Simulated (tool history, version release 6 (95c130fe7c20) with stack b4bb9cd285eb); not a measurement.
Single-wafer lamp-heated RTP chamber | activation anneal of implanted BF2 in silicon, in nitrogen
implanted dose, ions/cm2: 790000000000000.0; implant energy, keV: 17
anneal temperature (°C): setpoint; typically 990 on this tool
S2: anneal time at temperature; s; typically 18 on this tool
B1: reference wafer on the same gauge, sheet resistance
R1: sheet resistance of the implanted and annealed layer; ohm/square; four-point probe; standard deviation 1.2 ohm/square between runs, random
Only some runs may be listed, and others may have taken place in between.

run 1 day=0.000 | anneal_temperature_(°C)=990 S2=18 | B1=263.05 | R1=250.88
run 2 day=2.100 | anneal_temperature_(°C)=979 S2=18 | B1=263.02 | R1=269.62
run 3 day=3.662 | anneal_temperature_(°C)=979 S2=18 | B1=262.44 | R1=267.63
run 4 day=6.438 | anneal_temperature_(°C)=973 S2=18 | B1=261.16 | R1=279.44
run 5 day=8.604 | anneal_temperature_(°C)=973 S2=18 | B1=260.29 | R1=278.40
run 6 day=9.862 | anneal_temperature_(°C)=973 S2=18 | B1=260.28 | R1=275.77
run 7 day=12.458 | anneal_temperature_(°C)=990 S2=22 | B1=259.69 | R1=240.42
run 8 day=14.508 | anneal_temperature_(°C)=990 S2=22 | B1=258.09 | R1=241.64
run 9 day=17.008 | anneal_temperature_(°C)=977 S2=18 | B1=257.32 | R1=267.07
run 10 day=19.692 | anneal_temperature_(°C)=996 S2=18 | B1=256.15 | R1=235.64
run 11 day=20.829 | anneal_temperature_(°C)=969 S2=14 | B1=255.66 | R1=288.32
run 12 day=22.588 | anneal_temperature_(°C)=969 S2=14 | B1=254.88 | R1=288.49
run 13 day=25.454 | anneal_temperature_(°C)=972 S2=18 | B1=254.01 | R1=273.26
run 14 day=26.750 | anneal_temperature_(°C)=990 S2=18 | B1=266.90 | R1=255.00
run 15 day=29.071 | anneal_temperature_(°C)=990 S2=18 | B1=266.73 | R1=253.06
run 16 day=30.492 | anneal_temperature_(°C)=990 S2=16 | B1=267.47 | R1=258.16
run 17 day=32.162 | anneal_temperature_(°C)=972 S2=25 | B1=267.17 | R1=274.88
run 18 day=32.925 | anneal_temperature_(°C)=1007 S2=28 | B1=266.96 | R1=216.98
run 19 day=34.421 | anneal_temperature_(°C)=990 S2=9 | B1=266.66 | R1=272.52
run 20 day=36.104 | anneal_temperature_(°C)=970 S2=18 | B1=267.28 | R1=289.30
run 21 day=37.871 | anneal_temperature_(°C)=990 S2=18 | B1=265.81 | R1=253.27
run 22 day=39.512 | anneal_temperature_(°C)=975 S2=11 | B1=265.86 | R1=293.02
run 23 day=42.362 | anneal_temperature_(°C)=990 S2=18 | B1=265.46 | R1=253.20
run 24 day=44.008 | anneal_temperature_(°C)=1008 S2=21 | B1=265.20 | R1=223.00
run 25 day=45.725 | anneal_temperature_(°C)=1006 S2=22 | B1=265.96 | R1=225.36
run 26 day=47.642 | anneal_temperature_(°C)=969 S2=18 | B1=264.95 | R1=288.65
run 27 day=49.121 | anneal_temperature_(°C)=1012 S2=26 | B1=264.46 | R1=213.57
run 28 day=51.921 | anneal_temperature_(°C)=990 S2=18 | B1=264.15 | R1=251.27
run 29 day=54.750 | anneal_temperature_(°C)=1003 S2=14 | B1=263.63 | R1=240.86
run 30 day=56.158 | anneal_temperature_(°C)=990 S2=18 | B1=262.85 | R1=253.10
run 31 day=58.592 | anneal_temperature_(°C)=981 S2=11 | B1=262.13 | R1=277.55
run 32 day=61.158 | anneal_temperature_(°C)=990 S2=18 | B1=261.60 | R1=250.74
run 33 day=62.708 | anneal_temperature_(°C)=971 S2=12 | B1=260.72 | R1=293.97
run 34 day=65.312 | anneal_temperature_(°C)=967 S2=8 | B1=260.21 | R1=311.96
run 35 day=66.721 | anneal_temperature_(°C)=990 S2=18 | B1=259.31 | R1=246.84
run 36 day=69.383 | anneal_temperature_(°C)=967 S2=21 | B1=258.43 | R1=282.43
run 37 day=71.458 | anneal_temperature_(°C)=990 S2=18 | B1=257.42 | R1=245.92

Put back what was entered between runs (6 entries, withheld): which listed runs does each sit between, and how does the hidden state differ from the listed run before to the listed run after?
Logged between run 9 and run 10: pyrometer window cleaned and pyrometer calibrated (day 18.588)
  gauge reads high (%): -3.91 -> -4.33
  what was measured, less what the result would be without the hidden state, R1: -10.86 -> -10.68 ohm/square
Logged between run 13 and run 14: gauge calibrated (day 26.229)
  gauge reads high (%): -5.33 -> -0.438
  what was measured, less what the result would be without the hidden state, R1: -15.39 -> -1.12 ohm/square
Logged between run 16 and run 17: reflector plate cleaned (day 32.142)
  gauge reads high (%): -0.467 -> -0.495
  what was measured, less what the result would be without the hidden state, R1: -1.22 -> -1.37 ohm/square
Logged between run 19 and run 20: pyrometer window cleaned and pyrometer calibrated (day 35.042)
  gauge reads high (%): -0.548 -> -0.598
  what was measured, less what the result would be without the hidden state, R1: -1.50 -> -1.74 ohm/square
Logged between run 28 and run 29: pyrometer window cleaned and pyrometer calibrated (day 54.012)
  gauge reads high (%): -1.53 -> -1.78
  what was measured, less what the result would be without the hidden state, R1: -3.89 -> -4.37 ohm/square
Logged between run 36 and run 37: pyrometer window cleaned and pyrometer calibrated (day 71.154)
  gauge reads high (%): -3.52 -> -3.82
  what was measured, less what the result would be without the hidden state, R1: -10.30 -> -9.76 ohm/square
